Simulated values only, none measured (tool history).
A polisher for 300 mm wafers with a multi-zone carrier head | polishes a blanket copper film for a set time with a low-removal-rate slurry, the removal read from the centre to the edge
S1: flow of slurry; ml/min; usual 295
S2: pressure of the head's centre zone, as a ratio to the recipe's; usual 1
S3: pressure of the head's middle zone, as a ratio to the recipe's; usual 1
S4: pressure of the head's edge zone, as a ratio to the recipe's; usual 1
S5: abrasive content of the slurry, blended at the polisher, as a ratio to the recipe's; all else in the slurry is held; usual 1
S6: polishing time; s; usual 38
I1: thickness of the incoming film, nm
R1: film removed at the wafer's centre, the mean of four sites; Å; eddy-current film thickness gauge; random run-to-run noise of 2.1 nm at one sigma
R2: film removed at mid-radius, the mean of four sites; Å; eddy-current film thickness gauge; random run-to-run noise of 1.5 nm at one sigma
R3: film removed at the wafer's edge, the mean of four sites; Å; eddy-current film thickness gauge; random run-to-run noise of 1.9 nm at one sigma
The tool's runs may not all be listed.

run 1 hour=0 | S1=295 S2=1 S3=0.93 S4=0.94 S5=1 S6=43 | I1=727.7 | R1=1798 R2=1798 R3=1865
-- hour=5.7 slurry nozzle cleaned
run 2 hour=44.8 | S1=295 S2=0.89 S3=1 S4=1.1 S5=1 S6=33 | I1=753.4 | R1=1191 R2=1485 R3=1520
-- hour=72.1 carrier head's membrane replaced by a new one
run 3 hour=143.5 | S1=230 S2=1 S3=1 S4=1.12 S5=1 S6=29 | I1=734.4 | R1=1134 R2=1244 R3=1309
-- hour=177.6 worn pad replaced by a new one
-- hour=185.6 centre zone pressure recalibrated
run 4 hour=245.6 | S1=295 S2=1 S3=1 S4=0.94 S5=1 S6=42 | I1=748 | R1=1854 R2=1896 R3=1820
run 5 hour=539 | S1=295 S2=1 S3=1 S4=1 S5=1 S6=38 | I1=740.8 | R1=1647 R2=1690 R3=1671
run 6 hour=593 | S1=295 S2=1 S3=1 S4=1 S5=1 S6=38 | I1=742 | R1=1636 R2=1698 R3=1641
run 7 hour=642.3 | S1=245 S2=1 S3=1 S4=1 S5=1 S6=49 | I1=746.9 | R1=2033 R2=2128 R3=2158
-- hour=655.5 edge zone pressure recalibrated
run 8 hour=681.9 | S1=295 S2=1 S3=1 S4=1 S5=1 S6=38 | I1=725.4 | R1=1651 R2=1708 R3=1684
-- hour=715.6 slurry nozzle cleaned
-- hour=742.4 carrier head's membrane replaced by a new one
run 9 hour=754.7 | S1=295 S2=1 S3=1 S4=1.11 S5=1.2 S6=38 | I1=739.5 | R1=1718 R2=1753 R3=1822
run 10 hour=826.8 | S1=235 S2=1 S3=1 S4=1 S5=1 S6=38 | I1=737.3 | R1=1583 R2=1658 R3=1648
-- hour=897.9 worn pad replaced by a new one
run 11 hour=1022.4 | S1=250 S2=0.9 S3=1 S4=1 S5=1 S6=42 | I1=731.5 | R1=1534 R2=1853 R3=1828
run 12 hour=1089.5 | S1=295 S2=0.92 S3=1.11 S4=0.89 S5=1 S6=38 | I1=744.4 | R1=1437 R2=1870 R3=1576
run 13 hour=1169.9 | S1=295 S2=1 S3=1 S4=1.04 S5=0.9 S6=38 | I1=734.9 | R1=1527 R2=1676 R3=1654
run 14 hour=1223.5 | S1=295 S2=0.9 S3=1 S4=1 S5=1 S6=49 | I1=734.9 | R1=1749 R2=2190 R3=2163

For run 15, what comes out?
run 15 hour=1260.9 | S1=295 S2=1 S3=1 S4=1.04 S5=1 S6=38 | I1=737.1 | R1=? R2=? R3=?

Logged for run 15: R1 1514 Å, R2 1697 Å, R3 1704 Å.
Minus the tool's unlogged condition, the same run would have read R1 1680 Å, R2 1696 Å, R3 1704 Å.
